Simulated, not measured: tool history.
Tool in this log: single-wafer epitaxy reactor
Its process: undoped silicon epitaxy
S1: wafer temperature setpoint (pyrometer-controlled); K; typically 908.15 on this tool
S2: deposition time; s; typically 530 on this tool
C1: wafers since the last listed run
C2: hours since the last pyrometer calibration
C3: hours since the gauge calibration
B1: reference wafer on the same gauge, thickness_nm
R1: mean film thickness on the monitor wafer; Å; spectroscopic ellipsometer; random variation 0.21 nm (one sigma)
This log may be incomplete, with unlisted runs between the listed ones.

| run | hour | S1 | S2 | C1 | C2 | C3 | B1 | R1 |
|---|---|---|---|---|---|---|---|---|
| 1 | 0.0 | 908.15 | 530 | 0 | 868.3 | 410.2 | 72.047 | 640.65 |
| 2 | 88.0 | 908.15 | 530 | 315 | 956.3 | 498.2 | 72.153 | 638.90 |
| 3 | 127.6 | 908.15 | 530 | 141 | 995.9 | 537.8 | 72.211 | 634.56 |
| 4 | 196.3 | 908.15 | 530 | 246 | 1064.6 | 606.5 | 72.077 | 636.47 |
| 5 | 240.2 | 908.15 | 530 | 157 | 1108.5 | 650.4 | 72.160 | 639.00 |
| 6 | 331.1 | 908.15 | 530 | 325 | 1199.4 | 741.3 | 72.067 | 636.79 |
| 7 | 407.8 | 908.15 | 530 | 274 | 1276.1 | 818.0 | 72.032 | 634.20 |
| 8 | 731.4 | 908.15 | 530 | 1159 | 1599.7 | 1141.6 | 72.048 | 635.59 |
| 9 | 976.1 | 908.15 | 530 | 877 | 1844.4 | 1386.3 | 72.112 | 637.22 |
|  | 982.0 | gauge calibrated |
| 10 | 1082.3 | 908.15 | 530 | 380 | 1950.6 | 100.3 | 72.140 | 635.35 |
|  | 1105.6 | pyrometer calibrated |
| 11 | 1137.3 | 908.15 | 530 | 168 | 31.7 | 155.3 | 72.119 | 656.20 |
| 12 | 1202.5 | 921.15 | 603 | 233 | 96.9 | 220.5 | 72.120 | 959.31 |
| 13 | 1435.2 | 912.15 | 478 | 834 | 329.6 | 453.2 | 72.068 | 633.15 |
| 14 | 1475.1 | 908.15 | 456 | 143 | 369.5 | 493.1 | 72.061 | 558.63 |
| 15 | 1566.2 | 921.15 | 578 | 326 | 460.6 | 584.2 | 72.064 | 907.13 |
| 16 | 1650.2 | 921.15 | 482 | 301 | 544.6 | 668.2 | 72.172 | 754.43 |
| 17 | 1721.2 | 908.15 | 530 | 254 | 615.6 | 739.2 | 72.110 | 643.99 |
| 18 | 1809.7 | 913.15 | 530 | 317 | 704.1 | 827.7 | 72.034 | 703.31 |

Run 19, settings as shown, results not yet in. Your forecast:
| 19 | 1851.0 | 908.15 | 530 | 148 | 745.4 | 869.0 | ? | ? |

{"run 19": {"B1": 72.024, "R1": 640.46}}
With no hidden state in the tool, this same run would have given R1 655.13 Å.
